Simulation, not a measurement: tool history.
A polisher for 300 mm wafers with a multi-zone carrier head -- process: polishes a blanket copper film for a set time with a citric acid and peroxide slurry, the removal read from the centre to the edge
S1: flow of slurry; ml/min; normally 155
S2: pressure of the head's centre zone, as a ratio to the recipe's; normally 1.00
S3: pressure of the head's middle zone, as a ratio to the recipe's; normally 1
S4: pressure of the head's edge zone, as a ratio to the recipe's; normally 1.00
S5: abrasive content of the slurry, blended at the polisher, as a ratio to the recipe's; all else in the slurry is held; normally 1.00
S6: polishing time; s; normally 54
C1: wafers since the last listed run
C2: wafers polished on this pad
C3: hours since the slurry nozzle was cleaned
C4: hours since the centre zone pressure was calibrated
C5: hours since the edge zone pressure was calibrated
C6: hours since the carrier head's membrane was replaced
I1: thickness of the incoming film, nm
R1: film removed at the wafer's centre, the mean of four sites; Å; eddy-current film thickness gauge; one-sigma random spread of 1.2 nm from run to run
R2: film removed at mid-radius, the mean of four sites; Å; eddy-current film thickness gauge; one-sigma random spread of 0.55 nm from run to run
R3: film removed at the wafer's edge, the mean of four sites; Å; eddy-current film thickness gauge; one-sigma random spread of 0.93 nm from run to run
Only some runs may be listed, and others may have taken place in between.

| run | hour | S1 | S2 | S3 | S4 | S5 | S6 | C1 | C2 | C3 | C4 | C5 | C6 | I1 | R1 | R2 | R3 |
|---|---|---|---|---|---|---|---|---|---|---|---|---|---|---|---|---|---|
| 1 | 0.0 | 155 | 1.00 | 1 | 0.94 | 1.00 | 54 | 0 | 864 | 507.2 | 751.3 | 528.4 | 214.4 | 495.9 | 778 | 747 | 729 |
| 2 | 35.6 | 155 | 1.00 | 1 | 1.00 | 1.00 | 54 | 490 | 1355 | 542.8 | 786.9 | 564.0 | 250.0 | 488.7 | 766 | 740 | 755 |
| 3 | 50.0 | 155 | 1.00 | 1 | 1.00 | 1.00 | 54 | 198 | 1554 | 557.2 | 801.3 | 578.4 | 264.4 | 487.9 | 739 | 740 | 759 |
|  | 58.8 | worn pad replaced by a new one |
| 4 | 77.1 | 155 | 1.00 | 1 | 1.00 | 1.00 | 54 | 318 | 251 | 584.3 | 828.4 | 605.5 | 291.5 | 486.8 | 749 | 745 | 754 |
| 5 | 111.2 | 155 | 1.00 | 1 | 1.00 | 1.00 | 54 | 470 | 721 | 618.4 | 862.5 | 639.6 | 325.6 | 483.7 | 734 | 742 | 748 |
| 6 | 126.7 | 155 | 1.00 | 1 | 1.00 | 1.00 | 54 | 213 | 935 | 633.9 | 878.0 | 655.1 | 341.1 | 491.6 | 746 | 734 | 741 |
| 7 | 162.1 | 155 | 1.00 | 1 | 1.00 | 1.00 | 54 | 488 | 1423 | 669.3 | 913.4 | 690.5 | 376.5 | 486.2 | 733 | 721 | 728 |
|  | 183.4 | worn pad replaced by a new one |
| 8 | 186.4 | 155 | 1.00 | 1 | 1.00 | 1.00 | 54 | 279 | 41 | 693.6 | 937.7 | 714.8 | 400.8 | 485.5 | 735 | 725 | 733 |
| 9 | 204.9 | 115 | 1.00 | 1 | 1.00 | 1.00 | 54 | 255 | 296 | 712.1 | 956.2 | 733.3 | 419.3 | 500.0 | 630 | 642 | 677 |
|  | 233.2 | centre zone pressure recalibrated |
|  | 237.0 | edge zone pressure recalibrated |
|  | 251.8 | slurry nozzle cleaned |
|  | 283.0 | worn pad replaced by a new one |
| 10 | 306.6 | 155 | 1.00 | 1 | 1.00 | 1.00 | 54 | 1278 | 326 | 54.8 | 73.4 | 69.6 | 521.0 | 494.7 | 787 | 766 | 783 |
| 11 | 331.6 | 190 | 1.00 | 1 | 0.89 | 1.25 | 54 | 344 | 670 | 79.8 | 98.4 | 94.6 | 546.0 | 488.2 | 881 | 859 | 817 |
|  | 361.1 | carrier head's membrane replaced by a new one |
| 12 | 361.6 | 210 | 1.00 | 1 | 1.00 | 1.00 | 41 | 344 | 1015 | 109.8 | 128.4 | 124.6 | 0.5 | 489.8 | 625 | 615 | 609 |
| 13 | 379.9 | 115 | 1.05 | 1 | 1.00 | 1.00 | 54 | 252 | 1267 | 128.1 | 146.7 | 142.9 | 18.8 | 484.9 | 754 | 721 | 751 |

What does the tool deliver on the next run?
|  | 392.6 | worn pad replaced by a new one |
| 14 | 402.9 | 155 | 1.00 | 1 | 1.05 | 1.00 | 54 | 261 | 141 | 151.1 | 169.7 | 165.9 | 41.8 | 482.1 | ? | ? | ? |

Run 14 produced R1 794 Å, R2 768 Å, R3 810 Å.
Had the tool carried no hidden state, the very same run would have given R1 800 Å, R2 774 Å, R3 814 Å.

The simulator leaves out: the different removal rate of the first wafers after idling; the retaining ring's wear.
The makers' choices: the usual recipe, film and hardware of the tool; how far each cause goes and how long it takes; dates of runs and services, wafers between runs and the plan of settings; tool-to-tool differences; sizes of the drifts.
